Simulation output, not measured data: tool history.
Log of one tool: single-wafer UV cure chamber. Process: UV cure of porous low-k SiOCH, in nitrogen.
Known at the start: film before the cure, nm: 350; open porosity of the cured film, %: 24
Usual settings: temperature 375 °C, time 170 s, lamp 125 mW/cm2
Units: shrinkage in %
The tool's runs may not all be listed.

run     day  temperature  time  lamp  wafers since the last listed run  hours since the UV bulbs were replaced  wafers since the quartz window was cleaned  shrinkage
  1       0          375   150    99                                 0                                  1349.8                                         646      8.613
  2   0.596          375   170   125                                64                                  1364.1                                         711     10.453
  3     1.1          375   170   125                                54                                  1376.2                                         765     10.346
  4   1.617          375   170   125                                56                                  1388.6                                         822     10.447
  5   2.154          375   215   125                                58                                  1401.5                                         880     11.629
  6   2.871          375   215   125                                77                                  1418.7                                         958     11.472
  7   3.158          375   215   125                                31                                  1425.6                                         989     11.188
  8   3.625          375   170   125                                50                                  1436.8                                        1040     10.195
  9   4.183          375   170   125                                60                                  1450.2                                        1100     10.223
 10   4.462          375   145   125                                30                                  1456.9                                        1131      9.478
 11   5.183          375   145   125                                78                                  1474.2                                        1209      9.439
 12   5.496          375   145   125                                33                                  1481.7                                        1243      9.539
 13   5.967          375   170   125                                51                                    1493                                        1294     10.268
 14   6.596          375   170   125                                68                                  1508.1                                        1362     10.328
 15   6.954          375   170   125                                38                                  1516.7                                        1401      10.29
 16   7.417          384   170   125                                50                                  1527.8                                        1452     10.481
 17   7.896          384   170   125                                52                                  1539.3                                        1504     10.465
 18   8.725          375   170   125                                90                                  1559.2                                        1594     10.148
      9.279  -- UV bulbs replaced
 19     9.3          375   170   125                                26                                     0.5                                        1620     12.248
 20   9.467          375   115   125                                18                                     4.5                                        1638     10.363
 21   9.825          375   110   125                                38                                    13.1                                        1677     10.257
 22  10.442          375   170   125                                66                                    27.9                                        1744     12.164
 23  11.046          363   120   111                                65                                    42.4                                        1810      9.785
 24  11.396          375   145   125                                38                                    50.8                                        1848     11.205
     11.779  -- quartz window cleaned
 25  11.975          375   170   125                                26                                    64.7                                          21     12.125
 26  12.512          375   170   125                                58                                    77.6                                          79     12.159
 27  12.846          375   260   125                                36                                    85.6                                         116     14.401
 28  13.312          366   170   125                                50                                    96.8                                         166     11.909

Run 29 comes next. What will it give?
 29  13.992          375   215   125                                73                                   113.1                                         240          ?

shrinkage: 13.101 %
Without the tool's hidden state the same run would have given shrinkage 13.493 %.

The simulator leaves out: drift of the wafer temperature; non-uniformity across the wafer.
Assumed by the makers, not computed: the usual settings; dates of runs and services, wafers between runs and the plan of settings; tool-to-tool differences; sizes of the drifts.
